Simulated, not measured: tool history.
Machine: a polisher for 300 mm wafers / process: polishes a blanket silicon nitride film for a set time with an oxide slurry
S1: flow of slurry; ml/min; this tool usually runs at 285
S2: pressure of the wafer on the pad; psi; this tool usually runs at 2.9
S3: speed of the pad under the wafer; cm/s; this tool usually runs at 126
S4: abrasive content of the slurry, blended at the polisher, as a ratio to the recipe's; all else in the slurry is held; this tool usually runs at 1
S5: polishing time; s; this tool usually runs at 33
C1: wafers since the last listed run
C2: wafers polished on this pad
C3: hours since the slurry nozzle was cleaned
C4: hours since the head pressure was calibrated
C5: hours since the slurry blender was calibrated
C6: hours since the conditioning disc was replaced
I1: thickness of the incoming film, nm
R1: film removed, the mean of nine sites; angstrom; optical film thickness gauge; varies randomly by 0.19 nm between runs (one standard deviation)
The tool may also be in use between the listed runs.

run 1 hour=0 | S1=285 S2=2.9 S3=98 S4=1 S5=33 | C1=0 C2=2011 C3=625.9 C4=414.9 C5=84.6 C6=174.9 | I1=283.1 | R1=159
-- hour=5.9 slurry nozzle cleaned
run 2 hour=26.6 | S1=285 S2=2.9 S3=126 S4=1 S5=33 | C1=309 C2=2320 C3=20.7 C4=441.5 C5=111.2 C6=201.5 | I1=284.3 | R1=184
run 3 hour=51.5 | S1=285 S2=2.9 S3=126 S4=1 S5=33 | C1=301 C2=2621 C3=45.6 C4=466.4 C5=136.1 C6=226.4 | I1=275.4 | R1=185
-- hour=54.4 conditioning disc replaced and pad reconditioned
-- hour=65.3 worn pad replaced by a new one
run 4 hour=76.4 | S1=285 S2=2.9 S3=126 S4=1 S5=25 | C1=228 C2=134 C3=70.5 C4=491.3 C5=161 C6=22 | I1=282.5 | R1=136
run 5 hour=109.6 | S1=285 S2=2.9 S3=94 S4=1.1 S5=39 | C1=401 C2=535 C3=103.7 C4=524.5 C5=194.2 C6=55.2 | I1=276.8 | R1=191
run 6 hour=127.8 | S1=285 S2=2.9 S3=148 S4=1 S5=22 | C1=220 C2=755 C3=121.9 C4=542.7 C5=212.4 C6=73.4 | I1=276.4 | R1=131
run 7 hour=159.9 | S1=250 S2=2.1 S3=84 S4=1.2 S5=33 | C1=388 C2=1143 C3=154 C4=574.8 C5=244.5 C6=105.5 | I1=281.1 | R1=113
run 8 hour=184 | S1=285 S2=2.9 S3=106 S4=0.8 S5=28 | C1=291 C2=1435 C3=178.1 C4=598.9 C5=268.6 C6=129.6 | I1=275.5 | R1=118
run 9 hour=198.1 | S1=285 S2=2.9 S3=152 S4=1 S5=33 | C1=170 C2=1605 C3=192.2 C4=613 C5=282.7 C6=143.7 | I1=279.9 | R1=197
run 10 hour=215.6 | S1=285 S2=2.9 S3=126 S4=1 S5=33 | C1=211 C2=1817 C3=209.7 C4=630.5 C5=300.2 C6=161.2 | I1=280.6 | R1=176
-- hour=228.6 head pressure recalibrated
run 11 hour=245.4 | S1=285 S2=3.9 S3=156 S4=1 S5=22 | C1=336 C2=2153 C3=239.5 C4=16.8 C5=330 C6=191 | I1=278.9 | R1=179
-- hour=252.1 slurry blender recalibrated
run 12 hour=281.3 | S1=285 S2=2.9 S3=106 S4=0.8 S5=28 | C1=409 C2=2563 C3=275.4 C4=52.7 C5=29.2 C6=226.9 | I1=279.4 | R1=124
-- hour=304 worn pad replaced by a new one
run 13 hour=304.5 | S1=360 S2=3.6 S3=126 S4=1 S5=23 | C1=232 C2=6 C3=298.6 C4=75.9 C5=52.4 C6=250.1 | I1=279 | R1=160
-- hour=307.3 conditioning disc replaced and pad reconditioned
run 14 hour=356.7 | S1=190 S2=2.9 S3=126 S4=0.9 S5=33 | C1=607 C2=613 C3=350.8 C4=128.1 C5=104.6 C6=49.4 | I1=279 | R1=165
run 15 hour=369.7 | S1=380 S2=2.9 S3=126 S4=1 S5=33 | C1=157 C2=770 C3=363.8 C4=141.1 C5=117.6 C6=62.4 | I1=280.3 | R1=184
run 16 hour=385.6 | S1=285 S2=2.9 S3=126 S4=1 S5=33 | C1=192 C2=962 C3=379.7 C4=157 C5=133.5 C6=78.3 | I1=278.7 | R1=182
run 17 hour=445.8 | S1=285 S2=2.9 S3=86 S4=0.7 S5=40 | C1=727 C2=1690 C3=439.9 C4=217.2 C5=193.7 C6=138.5 | I1=279.6 | R1=138
run 18 hour=475.9 | S1=365 S2=2.9 S3=126 S4=1 S5=33 | C1=363 C2=2054 C3=470 C4=247.3 C5=223.8 C6=168.6 | I1=279 | R1=180
run 19 hour=504 | S1=240 S2=2.9 S3=126 S4=1 S5=33 | C1=339 C2=2394 C3=498.1 C4=275.4 C5=251.9 C6=196.7 | I1=274.8 | R1=172
-- hour=531.2 slurry blender recalibrated
run 20 hour=537.2 | S1=205 S2=2.1 S3=154 S4=1 S5=33 | C1=377 C2=2771 C3=531.3 C4=308.6 C5=6 C6=229.9 | I1=281.8 | R1=147
-- hour=555 worn pad replaced by a new one
run 21 hour=555.5 | S1=285 S2=2.1 S3=106 S4=1 S5=33 | C1=172 C2=6 C3=549.6 C4=326.9 C5=24.3 C6=248.2 | I1=277.4 | R1=121
-- hour=560.3 conditioning disc replaced and pad reconditioned
run 22 hour=575.6 | S1=285 S2=2.9 S3=126 S4=1 S5=33 | C1=218 C2=224 C3=569.7 C4=347 C5=44.4 C6=15.3 | I1=280.6 | R1=183
run 23 hour=602.5 | S1=285 S2=2.9 S3=126 S4=1 S5=33 | C1=325 C2=550 C3=596.6 C4=373.9 C5=71.3 C6=42.2 | I1=280.4 | R1=183
run 24 hour=616.3 | S1=285 S2=2.9 S3=126 S4=1 S5=40 | C1=166 C2=717 C3=610.4 C4=387.7 C5=85.1 C6=56 | I1=281.7 | R1=219
run 25 hour=644.2 | S1=285 S2=2.9 S3=88 S4=1.2 S5=27 | C1=337 C2=1054 C3=638.3 C4=415.6 C5=113 C6=83.9 | I1=279.9 | R1=135

5 options for the next run, each taken on its own from the tool as it stands now. Forecast them:
run A hour=644.6 | S1=285 S2=2.9 S3=156 S4=1 S5=33 | C1=4 C2=1059 C3=638.7 C4=416 C5=113.4 C6=84.3 | I1=281.2 | R1=?
run B hour=644.6 | S1=340 S2=1.9 S3=126 S4=1 S5=33 | C1=4 C2=1059 C3=638.7 C4=416 C5=113.4 C6=84.3 | I1=281.2 | R1=?
run C hour=644.6 | S1=285 S2=2.9 S3=126 S4=1.15 S5=39 | C1=4 C2=1059 C3=638.7 C4=416 C5=113.4 C6=84.3 | I1=281.2 | R1=?
run D hour=644.6 | S1=260 S2=2.3 S3=126 S4=1.15 S5=41 | C1=4 C2=1059 C3=638.7 C4=416 C5=113.4 C6=84.3 | I1=281.2 | R1=?
run E hour=644.6 | S1=285 S2=3.6 S3=126 S4=1.25 S5=33 | C1=4 C2=1059 C3=638.7 C4=416 C5=113.4 C6=84.3 | I1=281.2 | R1=?

run=A R1=208
run=B R1=122
run=C R1=234
run=D R1=193
run=E R1=256
What these runs would have given with no unlogged condition in the tool:
run=A R1=212
run=B R1=124
run=C R1=238
run=D R1=197
run=E R1=260
